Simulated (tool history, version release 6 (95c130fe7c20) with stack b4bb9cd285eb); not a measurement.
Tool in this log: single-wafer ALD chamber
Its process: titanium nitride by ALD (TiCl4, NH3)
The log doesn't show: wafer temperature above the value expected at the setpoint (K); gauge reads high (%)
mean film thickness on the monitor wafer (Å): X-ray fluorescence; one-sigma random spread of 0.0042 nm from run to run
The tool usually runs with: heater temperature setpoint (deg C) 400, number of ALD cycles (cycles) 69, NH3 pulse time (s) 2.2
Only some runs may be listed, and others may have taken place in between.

run	hour	heater temperature setpoint (deg C)	number of ALD cycles (cycles)	NH3 pulse time (s)	wafers since the last listed run	hours since the last thermocouple change	hours since the showerhead was replaced	hours since the gauge calibration	read-back reference wafer on the same gauge, thickness_nm	mean film thickness on the monitor wafer (Å)
1	0	400	73	2.2	0	1460.9	6490.5	128.9	1.55	17.9
2	17.8	400	73	2.2	41	1478.7	6508.3	146.7	1.552	17.88
3	35.1	400	73	2.2	40	1496	6525.6	164	1.552	17.8
4	50.7	400	63	2.01	36	1511.6	6541.2	179.6	1.553	15.28
5	85.2	400	63	2.01	81	1546.1	6575.7	214.1	1.558	15.37
6	93.7	400	63	2.01	19	1554.6	6584.2	222.6	1.556	15.37
7	99.9	400	69	2.61	14	1560.8	6590.4	228.8	1.558	17.07
8	112.9	395	69	2.2	30	1573.8	6603.4	241.8	1.558	16.85
9	122	400	69	2.2	21	1582.9	6612.5	250.9	1.56	16.92
# hour 140.4: showerhead replaced
10	140.9	400	69	2.2	25	1601.8	0.5	269.8	1.561	17.02
11	149.2	400	69	2.2	19	1610.1	8.8	278.1	1.561	16.97
12	165	395	82	2.74	37	1625.9	24.6	293.9	1.564	20.4
# hour 178.1: gauge calibrated
13	179.2	400	69	2.99	33	1640.1	38.8	1.1	1.55	17.09
14	186	408	69	1.8	15	1646.9	45.6	7.9	1.551	16.66
15	195.9	395	69	2.2	23	1656.8	55.5	17.8	1.551	16.74
# hour 209.9: thermocouple changed; heater temperature recalibrated
16	211.8	400	69	2.2	18	1.9	71.4	33.7	1.553	16.92
17	221.2	400	63	2.01	22	11.3	80.8	43.1	1.552	15.3
18	236.4	392	62	3.05	35	26.5	96	58.3	1.551	15.35
19	248.8	400	69	2.2	29	38.9	108.4	70.7	1.553	16.89
20	262.3	411	69	2.2	31	52.4	121.9	84.2	1.552	16.88
21	285.7	410	64	1.54	54	75.8	145.3	107.6	1.554	15.19
22	292.6	385	58	2.83	16	82.7	152.2	114.5	1.553	14.31
23	304.1	393	64	2.82	27	94.2	163.7	126	1.555	15.76

Table of differences, measured result less the result of that run with no hidden state. Run-to-run variation is the same in both. Gauge scatter possibly is not:
run	mean film thickness on the monitor wafer (Å)
1	+0
2	+0.01
3	+0.02
4	+0.04
5	+0.06
6	+0.07
7	+0.09
8	+0.1
9	+0.11
10	+0.13
11	+0.14
12	+0.19
13	+0.01
14	+0.01
15	+0.01
16	+0.01
17	+0.01
18	+0.02
19	+0.02
20	+0.03
21	+0.03
22	+0.04
23	+0.05
